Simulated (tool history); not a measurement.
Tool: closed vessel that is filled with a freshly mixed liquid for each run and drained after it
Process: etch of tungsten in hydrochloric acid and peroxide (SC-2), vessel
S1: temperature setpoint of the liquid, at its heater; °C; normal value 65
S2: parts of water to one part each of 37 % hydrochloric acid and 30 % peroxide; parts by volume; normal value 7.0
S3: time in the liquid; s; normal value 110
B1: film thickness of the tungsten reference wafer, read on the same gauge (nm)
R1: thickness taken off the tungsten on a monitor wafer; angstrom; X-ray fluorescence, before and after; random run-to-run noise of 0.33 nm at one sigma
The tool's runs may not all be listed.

| run | day | S1 | S2 | S3 | B1 | R1 |
|---|---|---|---|---|---|---|
| 1 | 0.000 | 65 | 6.0 | 110 | 89.98 | 668.6 |
| 2 | 0.750 | 65 | 6.0 | 110 | 90.00 | 668.4 |
| 3 | 2.083 | 65 | 7.0 | 110 | 90.01 | 602.6 |
| 4 | 3.242 | 65 | 7.0 | 110 | 90.00 | 598.2 |
| 5 | 3.929 | 65 | 7.0 | 110 | 90.00 | 609.2 |
| 6 | 5.121 | 65 | 7.0 | 125 | 90.00 | 689.8 |
| 7 | 5.888 | 65 | 7.0 | 125 | 90.01 | 681.9 |
| 8 | 6.800 | 65 | 7.0 | 125 | 90.00 | 693.0 |
|  | 6.983 | gauge calibrated |
| 9 | 7.996 | 56 | 4.0 | 90 | 90.00 | 425.3 |
| 10 | 8.529 | 71 | 7.0 | 130 | 90.01 | 1034.8 |
| 11 | 10.004 | 69 | 10.0 | 110 | 89.98 | 590.9 |
| 12 | 11.146 | 65 | 7.0 | 110 | 89.99 | 617.1 |
| 13 | 12.333 | 65 | 8.5 | 55 | 90.02 | 267.8 |
|  | 12.792 | chemicals flow meter replaced |
|  | 12.983 | thermometer replaced |
|  | 13.142 | new drum of peroxide connected |
| 14 | 13.362 | 65 | 10.0 | 110 | 89.99 | 431.8 |
| 15 | 14.083 | 65 | 8.5 | 110 | 90.00 | 489.1 |
| 16 | 15.233 | 65 | 6.0 | 110 | 90.00 | 647.1 |
| 17 | 16.488 | 69 | 6.0 | 110 | 90.00 | 826.2 |

How would selected steps in R1 from run to run divide? Give the signed amount a tool lacking its hidden state would still show from settings, what came in and random variation, and the signed amount left for the hidden state, including any gauge scatter that is not in both of the compared results.
What the log doesn't record here: liquid hotter than its thermometer reads (K); chemicals flow above the setpoint (%); peroxide weaker than its label (%); gauge reads high (%).
Run 9 -> 10: S1 56 -> 71, S2 4.0 -> 7.0, S3 90 -> 130. R1 +609.5 angstrom: hidden state +46.4, all else +563.1.

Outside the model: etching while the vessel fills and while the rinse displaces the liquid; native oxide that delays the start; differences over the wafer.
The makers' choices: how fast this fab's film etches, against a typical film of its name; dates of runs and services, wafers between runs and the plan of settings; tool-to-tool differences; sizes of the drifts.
